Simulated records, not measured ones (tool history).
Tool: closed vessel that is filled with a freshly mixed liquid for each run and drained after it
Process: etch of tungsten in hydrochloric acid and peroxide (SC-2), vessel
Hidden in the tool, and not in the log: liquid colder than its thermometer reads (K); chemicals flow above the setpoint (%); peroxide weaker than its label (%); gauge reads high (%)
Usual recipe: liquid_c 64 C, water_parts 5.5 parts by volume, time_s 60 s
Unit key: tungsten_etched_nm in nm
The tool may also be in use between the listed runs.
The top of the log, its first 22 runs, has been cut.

run   hour  liquid_c  water_parts  time_s  wafers since the last listed run  hours since the thermometer was replaced  hours since the chemicals flow meter was replaced  hours since the drum of peroxide was connected  hours since the gauge calibration  read-back film thickness of the tungsten reference wafer, read on the same gauge (nm)  tungsten_etched_nm
 23  543.5      57.5            7      30                              4472                                       137                                              345.6                                           429.9                              225.5                                                                                  69.99                9.15
 24  575.4        58          4.5      75                              4196                                     168.9                                              377.5                                           461.8                              257.4                                                                                  69.99               32.64
 25  592.1        64          5.5      45                              2197                                     185.6                                              394.2                                           478.5                              274.1                                                                                     70               24.59
 26  606.1      57.5            8      35                              1841                                     199.6                                              408.2                                           492.5                              288.1                                                                                     70                9.56
 27    624        59          8.5      75                              2354                                     217.5                                              426.1                                           510.4                                306                                                                                  70.01               21.56
     627.9  -- chemicals flow meter replaced
 28  648.1      66.5          6.5      30                              3038                                     241.6                                               20.2                                           534.5                              330.1                                                                                  69.99                16.9
 29  664.7        72            4      35                              2183                                     258.2                                               36.8                                           551.1                              346.7                                                                                  69.99               38.73
 30  683.3        58          4.5      75                              2446                                     276.8                                               55.4                                           569.7                              365.3                                                                                  70.01               32.65
 31  706.5        64          5.5      50                              3052                                       300                                               78.6                                           592.9                              388.5                                                                                  70.03               27.24

Here are 3 independent what-if runs from the current tool condition. What would each one return?
  A  707.2        64            8      60                                92                                     300.7                                               79.3                                           593.6                              389.2                                                                                      ?                   ?
  B  707.2        64            4      85                                92                                     300.7                                               79.3                                           593.6                              389.2                                                                                      ?                   ?
  C  707.2        56          5.5      70                                92                                     300.7                                               79.3                                           593.6                              389.2                                                                                      ?                   ?

run  read-back film thickness of the tungsten reference wafer, read on the same gauge (nm)  tungsten_etched_nm
  A                                                                                  69.99               24.74
  B                                                                                  69.99               58.41
  C                                                                                  69.99               23.29
Without the tool's hidden state the same runs would have given:
run  tungsten_etched_nm
  A               24.74
  B               58.41
  C               23.29
